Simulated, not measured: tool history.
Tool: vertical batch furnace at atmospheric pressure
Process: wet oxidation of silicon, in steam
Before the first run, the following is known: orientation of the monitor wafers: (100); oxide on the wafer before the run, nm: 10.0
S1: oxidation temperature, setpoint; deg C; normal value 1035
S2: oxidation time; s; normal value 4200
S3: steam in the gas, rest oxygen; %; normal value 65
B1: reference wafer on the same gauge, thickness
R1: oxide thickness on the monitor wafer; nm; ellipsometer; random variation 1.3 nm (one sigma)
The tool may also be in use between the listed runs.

Run 1, hour 0.0: usual settings; B1 449.08. Result: R1 472.29 nm.
Run 2, hour 56.0: usual settings; B1 448.74. Result: R1 470.94 nm.
Run 3, hour 133.1: usual settings but S2 2910 s; B1 448.92. Result: R1 373.47 nm.
Run 4, hour 226.9: usual settings but S2 2610 s; B1 448.93. Result: R1 349.52 nm.
Run 5, hour 312.5: usual settings but S2 2610 s; B1 449.11. Result: R1 346.81 nm.
Run 6, hour 370.8: usual settings; B1 448.90. Result: R1 474.36 nm.
Run 7, hour 483.0: usual settings; B1 448.98. Result: R1 475.26 nm.
Run 8, hour 536.2: usual settings; B1 449.14. Result: R1 472.75 nm.
Run 9, hour 572.4: usual settings; B1 448.85. Result: R1 474.80 nm.
Run 10, hour 679.5: usual settings; B1 448.79. Result: R1 474.39 nm.
At hour 747.0: steam generator serviced.
Run 11, hour 747.5: usual settings; B1 448.88. Result: R1 475.66 nm.
At hour 822.7: thermocouples replaced and temperature profile calibrated.
Run 12, hour 845.4: usual settings; B1 448.97. Result: R1 464.48 nm.
Run 13, hour 916.3: usual settings; B1 449.13. Result: R1 463.25 nm.
Run 14, hour 966.2: usual settings; B1 448.99. Result: R1 464.29 nm.
Run 15, hour 1052.5: usual settings but S1 1019 deg C, S2 2760 s, S3 58 %; B1 448.84. Result: R1 293.67 nm.
Run 16, hour 1112.6: usual settings but S2 2850 s; B1 448.86. Result: R1 362.09 nm.
At hour 1141.0: gauge calibrated.
Run 17, hour 1168.4: usual settings; B1 448.72. Result: R1 464.20 nm.
Run 18, hour 1208.0: usual settings but S1 1051 deg C; B1 449.19. Result: R1 508.32 nm.
Run 19, hour 1315.6: usual settings; B1 448.89. Result: R1 465.32 nm.
Run 20, hour 1393.5: usual settings but S1 1046 deg C, S3 70 %; B1 449.40. Result: R1 519.22 nm.
Run 21, hour 1472.6: usual settings but S2 2850 s, S3 57 %; B1 449.21. Result: R1 330.74 nm.
Run 22, hour 1528.2: usual settings but S1 1053 deg C, S2 2370 s, S3 72 %; B1 448.93. Result: R1 382.89 nm.
Run 23, hour 1634.7: usual settings; B1 449.34. Result: R1 463.22 nm.
Run 24, hour 1702.5: usual settings but S1 1018 deg C, S3 58 %; B1 448.63. Result: R1 387.17 nm.
Run 25, hour 1778.9: usual settings but S2 4920 s; B1 448.66. Result: R1 511.20 nm.
Run 26, hour 1849.4: usual settings but S1 1026 deg C, S2 2520 s; B1 449.34. Result: R1 313.29 nm.
Run 27, hour 1909.4: usual settings; B1 449.19. Result: R1 464.31 nm.

The same runs without the tool's hidden state, with the same run-to-run variation:
The tool's hidden condition here consists of: true tube temperature minus thermocouple reading, K; steam share off its setpoint, % of the setpoint; gauge reads high (%).
run      R1
  1  463.17
  2  461.62
  3  365.10
  4  341.14
  5  338.18
  6  463.58
  7  463.94
  8  461.24
  9  463.07
 10  462.15
 11  463.05
 12  463.69
 13  462.46
 14  463.49
 15  293.01
 16  361.37
 17  463.34
 18  507.45
 19  464.38
 20  518.22
 21  329.90
 22  382.00
 23  462.06
 24  385.98
 25  509.80
 26  312.16
 27  462.84

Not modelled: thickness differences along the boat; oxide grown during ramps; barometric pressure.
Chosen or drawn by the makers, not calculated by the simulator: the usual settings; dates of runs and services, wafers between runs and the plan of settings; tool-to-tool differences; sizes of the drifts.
